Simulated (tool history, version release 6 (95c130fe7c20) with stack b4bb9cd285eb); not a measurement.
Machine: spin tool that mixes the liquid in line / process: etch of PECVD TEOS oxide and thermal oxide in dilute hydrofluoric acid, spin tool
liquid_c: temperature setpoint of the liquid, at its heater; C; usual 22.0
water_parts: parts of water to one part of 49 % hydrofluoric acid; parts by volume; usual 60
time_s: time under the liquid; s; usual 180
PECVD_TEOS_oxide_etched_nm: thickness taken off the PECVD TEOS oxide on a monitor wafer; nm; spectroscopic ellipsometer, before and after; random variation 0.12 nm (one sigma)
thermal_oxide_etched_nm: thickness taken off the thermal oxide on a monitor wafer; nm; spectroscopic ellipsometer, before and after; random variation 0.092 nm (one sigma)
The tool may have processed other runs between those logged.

run	hour	liquid_c	water_parts	time_s	wafers since the last listed run	hours since the thermometer was replaced	hours since the hydrofluoric acid flow meter was replaced	hours since the gauge calibration	read-back film thickness of the PECVD TEOS oxide reference wafer, read on the same gauge (nm)	read-back film thickness of the thermal oxide reference wafer, read on the same gauge (nm)	PECVD_TEOS_oxide_etched_nm	thermal_oxide_etched_nm
1	0.0	22.0	60	180	0	916.9	36.6	163.2	59.99	140.01	38.00	12.24
2	53.7	22.0	40	180	478	970.6	90.3	216.9	60.00	140.01	58.18	18.85
3	90.9	22.0	60	180	331	1007.8	127.5	254.1	60.02	140.01	37.77	12.28
4	157.4	22.0	60	180	592	1074.3	194.0	320.6	60.00	139.99	37.72	12.34
5	205.5	25.5	75	180	428	1122.4	242.1	368.7	59.98	140.00	34.22	10.97
6	260.2	24.5	60	180	487	1177.1	296.8	423.4	59.97	140.01	42.03	13.55
7	300.0	26.0	70	180	354	1216.9	336.6	463.2	59.99	140.00	37.55	12.21
8	366.9	18.0	85	210	596	1283.8	403.5	530.1	59.99	139.99	25.60	8.32
# hour 411.1: thermometer replaced
9	428.3	22.0	60	265	538	17.2	464.9	591.5	60.01	140.00	55.26	18.09
10	482.9	19.0	45	280	486	71.8	519.5	646.1	60.00	140.00	70.31	22.76
11	524.7	25.5	80	210	372	113.6	561.3	687.9	59.97	139.97	36.78	11.98
12	577.3	22.0	35	145	468	166.2	613.9	740.5	59.97	140.02	53.05	17.24
13	621.8	25.5	60	95	396	210.7	658.4	785.0	60.04	140.02	22.70	7.40
14	672.1	18.5	60	180	448	261.0	708.7	835.3	59.98	140.00	32.18	10.47
15	730.5	26.5	60	100	520	319.4	767.1	893.7	59.99	140.00	24.90	8.12
16	770.5	22.0	60	180	356	359.4	807.1	933.7	59.98	139.97	37.27	11.99
17	828.8	20.0	60	180	519	417.7	865.4	992.0	60.00	140.00	34.37	11.12
18	868.4	25.0	80	270	353	457.3	905.0	1031.6	59.99	140.00	45.96	14.96
19	903.5	22.0	80	230	312	492.4	940.1	1066.7	59.97	140.00	34.64	11.21
20	964.1	22.0	60	180	540	553.0	1000.7	1127.3	60.01	140.02	37.09	12.06
21	1001.3	22.0	45	180	331	590.2	1037.9	1164.5	60.01	140.01	50.23	16.27
22	1034.9	20.5	60	75	299	623.8	1071.5	1198.1	60.00	139.99	14.57	4.66
23	1067.7	18.5	85	180	292	656.6	1104.3	1230.9	60.01	140.00	21.80	7.03
24	1108.2	26.0	85	150	361	697.1	1144.8	1271.4	59.99	140.00	24.68	8.08
25	1138.6	22.0	60	220	271	727.5	1175.2	1301.8	60.02	139.97	45.22	14.69

Subtracting, for every run, the result it would have given without the tool's unlogged condition from the measured result gives the following. The same run-to-run variation enters both numbers; the gauge's scatter may not:
Hidden state present: liquid colder than its thermometer reads (K); hydrofluoric acid flow below the setpoint (%); gauge reads high (%).
run	PECVD_TEOS_oxide_etched_nm	thermal_oxide_etched_nm
1	-0.11	-0.03
2	-0.23	-0.07
3	-0.18	-0.06
4	-0.22	-0.08
5	-0.25	-0.08
6	-0.36	-0.11
7	-0.35	-0.11
8	-0.27	-0.09
9	-0.66	-0.22
10	-0.90	-0.29
11	-0.54	-0.18
12	-0.80	-0.26
13	-0.37	-0.13
14	-0.55	-0.18
15	-0.47	-0.15
16	-0.72	-0.23
17	-0.72	-0.23
18	-1.02	-0.33
19	-0.79	-0.26
20	-0.88	-0.28
21	-1.22	-0.39
22	-0.37	-0.12
23	-0.57	-0.19
24	-0.69	-0.22
25	-1.25	-0.40

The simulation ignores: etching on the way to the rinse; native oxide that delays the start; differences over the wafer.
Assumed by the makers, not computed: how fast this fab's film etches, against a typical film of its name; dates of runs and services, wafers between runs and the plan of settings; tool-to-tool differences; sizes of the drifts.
